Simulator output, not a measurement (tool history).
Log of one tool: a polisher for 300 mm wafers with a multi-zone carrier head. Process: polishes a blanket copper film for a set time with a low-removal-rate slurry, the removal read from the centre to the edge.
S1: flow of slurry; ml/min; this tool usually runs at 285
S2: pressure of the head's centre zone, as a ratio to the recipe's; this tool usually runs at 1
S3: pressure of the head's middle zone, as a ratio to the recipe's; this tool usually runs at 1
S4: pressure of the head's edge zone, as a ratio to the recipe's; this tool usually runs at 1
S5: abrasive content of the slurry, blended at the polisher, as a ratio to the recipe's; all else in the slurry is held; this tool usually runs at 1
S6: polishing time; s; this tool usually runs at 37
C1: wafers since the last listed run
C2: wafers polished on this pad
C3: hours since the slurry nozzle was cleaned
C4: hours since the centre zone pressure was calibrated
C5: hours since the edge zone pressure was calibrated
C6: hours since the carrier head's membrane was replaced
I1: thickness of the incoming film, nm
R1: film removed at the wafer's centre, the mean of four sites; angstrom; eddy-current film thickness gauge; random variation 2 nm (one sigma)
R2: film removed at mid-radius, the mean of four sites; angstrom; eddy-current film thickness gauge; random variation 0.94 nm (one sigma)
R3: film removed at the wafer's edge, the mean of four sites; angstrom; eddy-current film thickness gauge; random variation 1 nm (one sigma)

run	hour	S1	S2	S3	S4	S5	S6	C1	C2	C3	C4	C5	C6	I1	R1	R2	R3
1	0	285	1	1	1	1	37	0	542	276	88.4	693.7	325.4	980.1	1349	1384	1364
2	30.3	285	1.09	1	1	0.8	37	327	870	306.3	118.7	724	355.7	999.5	1380	1316	1281
3	90.1	225	1	1	1	1.25	37	646	1516	366.1	178.5	783.8	415.5	974.3	1383	1409	1387
# hour 149.3: slurry nozzle cleaned
4	159.1	285	1.08	1	1.08	0.9	43	734	2251	9.8	247.5	852.8	484.5	984.3	1716	1564	1605
5	219.5	285	1	1	1	1	25	652	2904	70.2	307.9	913.2	544.9	996.3	917	938	929
6	278	285	1	1	1	1.15	37	632	3536	128.7	366.4	971.7	603.4	984.3	1392	1434	1395
# hour 338.5: carrier head's membrane replaced by a new one
7	339	285	0.94	1.1	1	1.1	50	605	4141	189.7	427.4	1032.7	0.5	984	1761	2087	1902
# hour 379.9: worn pad replaced by a new one
8	395.9	285	1	1	0.96	1	37	571	173	246.6	484.3	1089.6	57.4	981.5	1374	1373	1320
9	466.2	285	1	1	1	1	37	759	933	316.9	554.6	1159.9	127.7	978.7	1367	1397	1354
# hour 493.7: edge zone pressure recalibrated
10	508.4	285	1	1	1	1	37	434	1367	359.1	596.8	14.7	169.9	988.7	1351	1386	1378
11	539.4	285	1.06	1	1.07	1.1	37	335	1702	390.1	627.8	45.7	200.9	966.2	1485	1414	1438
12	580.3	335	0.92	1.09	1	0.8	37	442	2144	431	668.7	86.6	241.8	978.8	1210	1446	1295
# hour 611.7: slurry nozzle cleaned
13	612.2	285	1.12	0.93	1	1	37	333	2478	0.5	700.6	118.5	273.7	975.6	1538	1308	1362
14	649.3	285	1.06	1	1.07	1.1	37	400	2879	37.6	737.7	155.6	310.8	957.9	1442	1414	1434
15	698.7	345	1	1	1.04	1.2	28	533	3413	87	787.1	205	360.2	979.6	1102	1118	1104
16	807.1	285	1	1	1	1	37	1171	4585	195.4	895.5	313.4	468.6	973.8	1340	1380	1339
# hour 865.3: worn pad replaced by a new one
17	866.3	285	0.95	1	1	1	37	596	11	254.6	954.7	372.6	527.8	983.2	1277	1394	1369
18	936.3	285	1	1.07	1.1	1	27	756	767	324.6	1024.7	442.6	597.8	982.6	1022	1078	1034
19	987.6	205	1	1	1	1	37	554	1322	375.9	1076	493.9	649.1	978.1	1277	1330	1310
20	1034.8	285	1	1	1	1	37	510	1832	423.1	1123.2	541.1	696.3	990.7	1363	1392	1351
21	1071.6	285	1	1	1	1	37	397	2230	459.9	1160	577.9	733.1	984.3	1365	1378	1347

Each row is a separate what-if for the run after 21, all from the same tool condition, not one after another. Results?
A	1072	285	1	1	1	1.3	37	4	2234	460.3	1160.4	578.3	733.5	982.2	?	?	?
B	1072	210	1	1	1	1	37	4	2234	460.3	1160.4	578.3	733.5	982.2	?	?	?
C	1072	285	1	0.95	1	1	49	4	2234	460.3	1160.4	578.3	733.5	982.2	?	?	?
D	1072	285	0.89	1	1.1	1	31	4	2234	460.3	1160.4	578.3	733.5	982.2	?	?	?

run	R1	R2	R3
A	1457	1490	1444
B	1305	1340	1313
C	1810	1773	1796
D	1018	1171	1190
Without the tool's hidden state the same runs would have given:
run	R1	R2	R3
A	1457	1490	1444
B	1305	1340	1313
C	1810	1773	1796
D	1018	1171	1190

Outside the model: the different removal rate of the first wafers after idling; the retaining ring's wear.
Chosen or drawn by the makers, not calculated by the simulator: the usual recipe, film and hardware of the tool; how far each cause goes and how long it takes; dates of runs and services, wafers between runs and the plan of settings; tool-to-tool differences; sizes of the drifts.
